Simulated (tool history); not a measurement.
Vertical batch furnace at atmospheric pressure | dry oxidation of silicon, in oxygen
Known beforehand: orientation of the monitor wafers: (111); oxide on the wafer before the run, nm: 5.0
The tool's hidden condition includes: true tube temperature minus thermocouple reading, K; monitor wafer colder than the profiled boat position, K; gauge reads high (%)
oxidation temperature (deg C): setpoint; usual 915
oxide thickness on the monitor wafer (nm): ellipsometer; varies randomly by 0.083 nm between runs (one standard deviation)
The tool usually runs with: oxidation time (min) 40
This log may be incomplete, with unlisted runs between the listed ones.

run     day  oxidation temperature (deg C)  oxidation time (min)  wafers since the last listed run  hours since the last temperature calibration  hours since the boat lift was adjusted  hours since the gauge calibration  read-back reference wafer on the same gauge, thickness  oxide thickness on the monitor wafer (nm)
  1       0                            915                    40                                 0                                        4547.7                                  1252.9                               59.9                                                   22.37                                      26.28
  2   0.583                            915                    40                               130                                        4561.7                                  1266.9                               73.9                                                   22.41                                      26.24
  3   1.992                            915                    40                               314                                        4595.5                                  1300.7                              107.7                                                   22.38                                      26.21
  4   2.896                            930                    30                               202                                        4617.2                                  1322.4                              129.4                                                   22.38                                         25
  5   3.642                            930                    30                               166                                        4635.1                                  1340.3                              147.3                                                   22.38                                      25.01
  6   4.279                            915                    49                               142                                        4650.4                                  1355.6                              162.6                                                   22.42                                      29.85
  7   5.454                            915                    40                               262                                        4678.6                                  1383.8                              190.8                                                   22.42                                      26.24
  8   6.946                            915                  31.5                               333                                        4714.4                                  1419.6                              226.6                                                   22.39                                      22.61
  9   8.112                            915                  31.5                               260                                        4742.4                                  1447.6                              254.6                                                    22.4                                      22.64
 10   8.708                            915                  31.5                               133                                        4756.7                                  1461.9                              268.9                                                   22.38                                      22.72
 11   9.829                            924                    40                               250                                        4783.6                                  1488.8                              295.8                                                   22.39                                      28.42
 12  11.033                            924                    40                               269                                        4812.5                                  1517.7                              324.7                                                   22.41                                       28.5
 13  11.621                            924                    40                               131                                        4826.6                                  1531.8                              338.8                                                    22.4                                      28.33
     12.642  -- gauge calibrated
 14  13.096                            915                    40                               329                                          4862                                  1567.2                               10.9                                                   22.41                                      26.05
 15  13.792                            915                    40                               155                                        4878.7                                  1583.9                               27.6                                                   22.39                                      26.22
     15.758  -- thermocouples replaced and temperature profile calibrated
 16  15.779                            924                    40                               220                                           0.5                                  1631.6                               75.3                                                    22.4                                      28.44
 17  16.146                            928                    40                                81                                           9.3                                  1640.4                               84.1                                                   22.42                                      29.47
 18  17.688                            900                  47.5                               344                                          46.3                                  1677.4                              121.1                                                   22.43                                       25.5
 19  18.833                            893                    49                               256                                          73.8                                  1704.9                              148.6                                                    22.4                                      24.24
     20.708  -- boat lift adjusted
 20  20.729                            915                    53                               200                                         119.3                                     0.5                              194.1                                                   22.41                                      32.45
 21  20.946                            893                    40                                48                                         124.5                                     5.7                              199.3                                                    22.4                                      22.36
 22  21.829                            938                    31                               197                                         145.7                                    26.9                              220.5                                                   22.39                                      27.97
 23  22.442                            937                    32                               136                                         160.4                                    41.6                              235.2                                                   22.38                                      28.21
 24    23.7                            923                  56.5                               281                                         190.6                                    71.8                              265.4                                                   22.41                                      36.12

Run 25, settings as shown, results not yet in. Your forecast:
 25  24.683                            915                    40                               219                                         214.2                                    95.4                                289                                                       ?                                          ?

{"run 25": {"read-back reference wafer on the same gauge, thickness": 22.39, "oxide thickness on the monitor wafer (nm)": 26.96}}
Had the tool carried no hidden state, the very same run would have given oxide thickness on the monitor wafer (nm) 27.14.
